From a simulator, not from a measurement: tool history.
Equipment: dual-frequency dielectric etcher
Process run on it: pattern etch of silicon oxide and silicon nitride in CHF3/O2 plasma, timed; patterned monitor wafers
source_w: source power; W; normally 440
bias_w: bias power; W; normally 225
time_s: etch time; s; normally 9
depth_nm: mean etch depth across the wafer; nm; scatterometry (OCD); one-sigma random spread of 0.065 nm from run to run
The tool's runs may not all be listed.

run,day,source_w,bias_w,time_s,"read-back reference wafer on the same gauge, depth_nm",depth_nm
1,0,360,225,9,14.02,12.06
2,2.971,360,225,9,14,12.14
3,5.438,360,225,9,13.98,12
4,7.238,440,237,9,14.01,13.56
5,9.379,440,237,9,14.03,13.54
6,12.162,440,225,9,14.01,13.34
7,14.092,440,225,9,14.01,13.34
8,16.008,380,248,9,14,12.97
9,18.554,440,225,8,14.01,11.87
10,27.908,440,225,9.5,14,14.06
11,29.8,440,225,9,14,13.3
12,32.417,440,225,9,14.02,13.29
13,33.571,340,259,8,13.99,11.11
14,42.45,400,225,8.5,13.99,11.87
15,45.067,510,202,9.5,14.02,14.13
16,47.712,410,279,9,13.98,13.9
17,48.829,440,225,9,14,13.15
18,52.067,480,197,11,14.02,15.85
19,52.846,440,225,9,14.01,13.2
20,54.35,510,225,8,14.01,12.47
21,55.962,360,225,9,13.99,12.07
22,57.158,370,262,9,14,13
23,59.275,490,255,8,14.01,12.93
24,60.667,380,240,9,13.99,12.58
25,63.512,440,279,7,14,11.17
26,66.496,440,225,11,14,16.11
27,68.275,330,272,9,14.02,12.47
28,69.388,440,208,9,14,12.75
29,70.996,490,255,8,14.01,12.92
30,72.238,390,171,9.5,14,11.83

Between the runs listed above, the log contained 6 entries, not reproduced here. Where in the sequence does each belong, and how does what the log doesn't record of the tool's condition differ from the listed run before to the listed run after?
After run 9, before run 10: wet clean of the chamber (day 27.746); upper electrode replaced (day 27.888)
  source power that arrives over what is set, %: 4.37 -> 4.51
  the result without the hidden state subtracted from the measured one, depth_nm: +0.22 -> +0.28 nm
After run 11, before run 12: gauge calibrated (day 31.788)
  source power that arrives over what is set, %: 4.53 -> 4.56
  the result without the hidden state subtracted from the measured one, depth_nm: +0.26 -> +0.26 nm
After run 12, before run 13: bias power generator calibrated (day 33.475)
  source power that arrives over what is set, %: 4.56 -> 4.58
  the result without the hidden state subtracted from the measured one, depth_nm: +0.26 -> +0.22 nm
After run 13, before run 14: source power generator calibrated (day 40.162)
  source power that arrives over what is set, %: 4.58 -> 0.154
  the result without the hidden state subtracted from the measured one, depth_nm: +0.22 -> +0.01 nm
After run 17, before run 18: wet clean of the chamber (day 52.046)
  source power that arrives over what is set, %: 1.07 -> 1.47
  the result without the hidden state subtracted from the measured one, depth_nm: +0.06 -> +0.1 nm
